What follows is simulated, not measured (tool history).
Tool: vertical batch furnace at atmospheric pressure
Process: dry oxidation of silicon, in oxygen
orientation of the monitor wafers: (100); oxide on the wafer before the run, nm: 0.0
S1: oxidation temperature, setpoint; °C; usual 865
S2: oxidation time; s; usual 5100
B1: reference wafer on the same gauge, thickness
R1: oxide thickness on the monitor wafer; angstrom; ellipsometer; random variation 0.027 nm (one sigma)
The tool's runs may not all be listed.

run,day,S1,S2,B1,R1
1,0,865,5100,14.6,167.3
2,1.092,865,5100,14.61,167.7
3,2.038,865,5100,14.6,167.7
4,2.875,871,5100,14.59,178.9
5,3.421,871,5100,14.58,178.8
6,4.396,871,5100,14.61,178.6
7,4.954,884,7020,14.6,252.8
8,5.938,878,5100,14.59,191.8
9,6.983,865,3870,14.6,138.5
10,7.508,865,6390,14.6,194.3
# day 7.508: gauge calibrated
11,8.867,865,6390,14.6,194.1
12,9.746,884,6270,14.62,234.9
# day 13.117: thermocouples replaced and temperature profile calibrated
13,13.138,846,3810,14.6,102
14,13.575,865,5100,14.6,156
15,14.129,885,7020,14.6,239.4
16,14.788,851,5100,14.6,132.8
# day 16.35: boat lift adjusted
17,16.371,879,5100,14.58,189.4
18,17.283,865,5100,14.59,162.7
19,18.429,871,6690,14.6,208.4
20,19.042,849,3240,14.61,98.7
21,19.754,871,5100,14.6,173.5
22,20.704,865,5100,14.6,163.2

5 ways to go on from here, each from the tool as it stands after run 22. What would each give?
A,20.938,865,5100,?,?
B,20.938,865,3210,?,?
C,20.938,877,3420,?,?
D,20.938,865,6720,?,?
E,20.938,840,7050,?,?

run,B1,R1
A,14.59,163.2
B,14.59,118.8
C,14.59,142.1
D,14.59,196.1
E,14.59,152.8
Without the tool's hidden state the same runs would have given:
run,R1
A,162.1
B,117.9
C,141.2
D,194.9
E,151.7
